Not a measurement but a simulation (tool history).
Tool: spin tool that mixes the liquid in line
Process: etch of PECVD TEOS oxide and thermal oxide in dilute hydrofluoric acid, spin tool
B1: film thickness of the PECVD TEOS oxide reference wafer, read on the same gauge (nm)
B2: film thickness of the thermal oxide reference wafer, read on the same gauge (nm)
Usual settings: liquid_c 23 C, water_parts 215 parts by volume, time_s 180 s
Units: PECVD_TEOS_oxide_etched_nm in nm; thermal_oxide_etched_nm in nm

Run 1, hour 0: usual settings but water_parts 270 parts by volume; B1 40; B2 49.965. Result: PECVD_TEOS_oxide_etched_nm 17.92 nm, thermal_oxide_etched_nm 3.301 nm.
Run 2, hour 10.9: usual settings but time_s 220 s; B1 39.98; B2 49.978. Result: PECVD_TEOS_oxide_etched_nm 29.22 nm, thermal_oxide_etched_nm 5.37 nm.
Run 3, hour 23.2: usual settings but time_s 220 s; B1 39.98; B2 50.004. Result: PECVD_TEOS_oxide_etched_nm 29.1 nm, thermal_oxide_etched_nm 5.265 nm.
Run 4, hour 41.1: usual settings but time_s 220 s; B1 39.99; B2 50.015. Result: PECVD_TEOS_oxide_etched_nm 29.27 nm, thermal_oxide_etched_nm 5.353 nm.
Run 5, hour 47.1: usual settings but time_s 225 s; B1 39.97; B2 49.944. Result: PECVD_TEOS_oxide_etched_nm 29.81 nm, thermal_oxide_etched_nm 5.437 nm.
Run 6, hour 61.3: usual settings but time_s 225 s; B1 40.01; B2 49.971. Result: PECVD_TEOS_oxide_etched_nm 29.85 nm, thermal_oxide_etched_nm 5.468 nm.
Run 7, hour 72.2: usual settings but time_s 225 s; B1 39.99; B2 50.001. Result: PECVD_TEOS_oxide_etched_nm 29.91 nm, thermal_oxide_etched_nm 5.5 nm.
Run 8, hour 87.6: usual settings but water_parts 255 parts by volume; B1 40; B2 49.969. Result: PECVD_TEOS_oxide_etched_nm 19.52 nm, thermal_oxide_etched_nm 3.53 nm.
Run 9, hour 100: usual settings but water_parts 255 parts by volume; B1 40; B2 50.015. Result: PECVD_TEOS_oxide_etched_nm 19.54 nm, thermal_oxide_etched_nm 3.464 nm.
Run 10, hour 116: usual settings but water_parts 130 parts by volume; B1 39.98; B2 50.007. Result: PECVD_TEOS_oxide_etched_nm 43.53 nm, thermal_oxide_etched_nm 7.888 nm.
Run 11, hour 126.2: usual settings but water_parts 130 parts by volume; B1 39.95; B2 50.009. Result: PECVD_TEOS_oxide_etched_nm 43.45 nm, thermal_oxide_etched_nm 7.937 nm.
Run 12, hour 133.1: usual settings but water_parts 130 parts by volume; B1 40.02; B2 50.03. Result: PECVD_TEOS_oxide_etched_nm 43.71 nm, thermal_oxide_etched_nm 8.014 nm.
Run 13, hour 142.3: usual settings but time_s 220 s; B1 39.96; B2 49.994. Result: PECVD_TEOS_oxide_etched_nm 29.52 nm, thermal_oxide_etched_nm 5.329 nm.
At hour 152.5: gauge calibrated.
Run 14, hour 156: usual settings but water_parts 110 parts by volume; B1 39.97; B2 50.021. Result: PECVD_TEOS_oxide_etched_nm 53.09 nm, thermal_oxide_etched_nm 9.614 nm.
Run 15, hour 170.3: usual settings but water_parts 255 parts by volume, time_s 220 s; B1 39.97; B2 49.973. Result: PECVD_TEOS_oxide_etched_nm 24.04 nm, thermal_oxide_etched_nm 4.378 nm.
At hour 173.4: hydrofluoric acid flow meter replaced.
Run 16, hour 179.4: usual settings but liquid_c 20 C, water_parts 305 parts by volume, time_s 130 s; B1 39.98; B2 50.019. Result: PECVD_TEOS_oxide_etched_nm 8.91 nm, thermal_oxide_etched_nm 1.623 nm.
At hour 184.4: thermometer replaced.
Run 17, hour 188.6: usual settings but water_parts 265 parts by volume, time_s 110 s; B1 39.99; B2 49.975. Result: PECVD_TEOS_oxide_etched_nm 9.35 nm, thermal_oxide_etched_nm 1.723 nm.
Run 18, hour 201: usual settings; B1 39.97; B2 49.997. Result: PECVD_TEOS_oxide_etched_nm 19.97 nm, thermal_oxide_etched_nm 3.65 nm.
Run 19, hour 215.3: usual settings but liquid_c 20.5 C, water_parts 170 parts by volume, time_s 215 s; B1 39.98; B2 50.014. Result: PECVD_TEOS_oxide_etched_nm 28.71 nm, thermal_oxide_etched_nm 5.244 nm.
Run 20, hour 229.6: usual settings; B1 39.97; B2 49.973. Result: PECVD_TEOS_oxide_etched_nm 19.99 nm, thermal_oxide_etched_nm 3.655 nm.
Run 21, hour 247.1: usual settings but water_parts 295 parts by volume; B1 40; B2 49.97. Result: PECVD_TEOS_oxide_etched_nm 13.49 nm, thermal_oxide_etched_nm 2.455 nm.
Run 22, hour 261.7: usual settings; B1 40.05; B2 50.007. Result: PECVD_TEOS_oxide_etched_nm 19.98 nm, thermal_oxide_etched_nm 3.6 nm.
Run 23, hour 273.4: usual settings but water_parts 310 parts by volume; B1 40; B2 49.964. Result: PECVD_TEOS_oxide_etched_nm 12.68 nm, thermal_oxide_etched_nm 2.304 nm.
Run 24, hour 290.3: usual settings but liquid_c 25 C, water_parts 120 parts by volume, time_s 280 s; B1 39.99; B2 50.041. Result: PECVD_TEOS_oxide_etched_nm 66.87 nm, thermal_oxide_etched_nm 12.187 nm.

What the log doesn't show, run by run:
gauge reads high (%): 0 in every run
H1: liquid hotter than its thermometer reads (K)
H2: hydrofluoric acid flow above the setpoint (%)
run     H1     H2
  1   2.29   10.1
  2   2.31   10.1
  3   2.32   10.2
  4   2.34   10.3
  5   2.34   10.3
  6   2.36   10.4
  7   2.37   10.4
  8   2.38   10.5
  9    2.4   10.6
 10   2.41   10.6
 11   2.42   10.7
 12   2.43   10.7
 13   2.44   10.8
 14   2.45   10.8
 15   2.47   10.9
 16   2.48  0.232
 17  0.461  0.276
 18  0.474  0.336
 19  0.489  0.404
 20  0.503  0.473
 21  0.521  0.557
 22  0.536  0.627
 23  0.548  0.683
 24  0.565  0.764

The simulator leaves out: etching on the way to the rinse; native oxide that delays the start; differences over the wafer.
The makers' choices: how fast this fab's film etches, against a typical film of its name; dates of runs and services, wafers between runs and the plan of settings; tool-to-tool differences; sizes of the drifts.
